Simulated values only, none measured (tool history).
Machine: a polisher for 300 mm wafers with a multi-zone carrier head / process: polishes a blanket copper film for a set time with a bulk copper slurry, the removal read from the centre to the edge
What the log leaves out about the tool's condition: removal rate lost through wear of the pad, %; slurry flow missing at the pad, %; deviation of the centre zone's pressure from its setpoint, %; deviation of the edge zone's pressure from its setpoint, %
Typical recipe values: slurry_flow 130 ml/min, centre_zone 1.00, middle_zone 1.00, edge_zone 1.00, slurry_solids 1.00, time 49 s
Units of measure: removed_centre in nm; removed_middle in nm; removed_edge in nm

run,hour,slurry_flow,centre_zone,middle_zone,edge_zone,slurry_solids,time,wafers since the last listed run,wafers polished on this pad,hours since the slurry nozzle was cleaned,hours since the centre zone pressure was calibrated,hours since the edge zone pressure was calibrated,hours since the carrier head's membrane was replaced,"incoming thickness of the incoming film, nm",removed_centre,removed_middle,removed_edge
1,0.0,130,1.05,0.92,1.00,1.15,49,0,229,21.0,312.8,69.0,559.5,4293.8,457.7,360.3,394.2
2,16.3,130,1.00,1.00,1.00,1.00,64,144,373,37.3,329.1,85.3,575.8,4275.1,556.0,494.5,500.3
3,24.1,130,1.00,0.94,0.92,1.00,49,69,443,45.1,336.9,93.1,583.6,4201.3,426.5,357.9,369.7
# hour 34.4: centre zone pressure recalibrated
4,35.6,90,1.00,1.00,1.00,1.00,49,84,527,56.6,1.2,104.6,595.1,4307.1,342.0,344.9,352.4
5,41.8,130,1.00,1.00,1.00,1.00,49,54,582,62.8,7.4,110.8,601.3,4320.2,385.2,383.4,379.3
6,56.2,130,1.00,1.00,1.00,1.00,54,127,710,77.2,21.8,125.2,615.7,4250.1,424.0,418.9,416.4
7,65.2,130,1.00,1.00,1.00,1.00,49,79,789,86.2,30.8,134.2,624.7,4236.8,390.2,383.6,379.7
8,80.2,130,0.89,0.96,1.12,1.15,49,133,922,101.2,45.8,149.2,639.7,4364.7,353.0,372.3,417.7
# hour 94.4: carrier head's membrane replaced by a new one
9,96.0,130,1.00,1.00,1.00,1.00,49,95,1018,117.0,61.6,165.0,1.6,4329.5,390.0,379.4,373.0
# hour 105.1: worn pad replaced by a new one
10,109.3,130,1.00,1.00,1.04,0.75,49,82,37,130.3,74.9,178.3,14.9,4318.2,377.4,364.7,372.0
11,117.9,130,1.05,1.00,1.00,1.00,49,76,113,138.9,83.5,186.9,23.5,4306.5,399.1,374.6,385.3
12,160.4,130,1.00,1.00,1.00,1.00,49,376,490,181.4,126.0,229.4,66.0,4275.1,388.3,378.0,383.3
13,177.5,95,1.00,1.00,0.93,1.00,49,151,642,198.5,143.1,246.5,83.1,4259.4,352.9,341.1,339.1
14,195.5,130,1.00,1.00,0.92,1.00,49,159,802,216.5,161.1,264.5,101.1,4316.5,396.0,371.0,356.9
15,211.5,130,1.00,0.94,1.00,0.85,49,141,943,232.5,177.1,280.5,117.1,4316.0,380.9,344.3,366.8
16,227.3,130,1.00,1.00,1.00,1.00,49,140,1084,248.3,192.9,296.3,132.9,4214.1,396.9,369.2,373.1

Run 17 has not been measured yet. What should we expect?
17,237.5,130,1.00,1.00,1.00,1.00,49,90,1174,258.5,203.1,306.5,143.1,4287.5,?,?,?

Run 17 yielded removed_centre 390.4 nm, removed_middle 363.6 nm, removed_edge 371.7 nm.
On a tool with no hidden condition, and with the same random variation, this run would have come out at removed_centre 391.5 nm, removed_middle 381.4 nm, removed_edge 384.2 nm.

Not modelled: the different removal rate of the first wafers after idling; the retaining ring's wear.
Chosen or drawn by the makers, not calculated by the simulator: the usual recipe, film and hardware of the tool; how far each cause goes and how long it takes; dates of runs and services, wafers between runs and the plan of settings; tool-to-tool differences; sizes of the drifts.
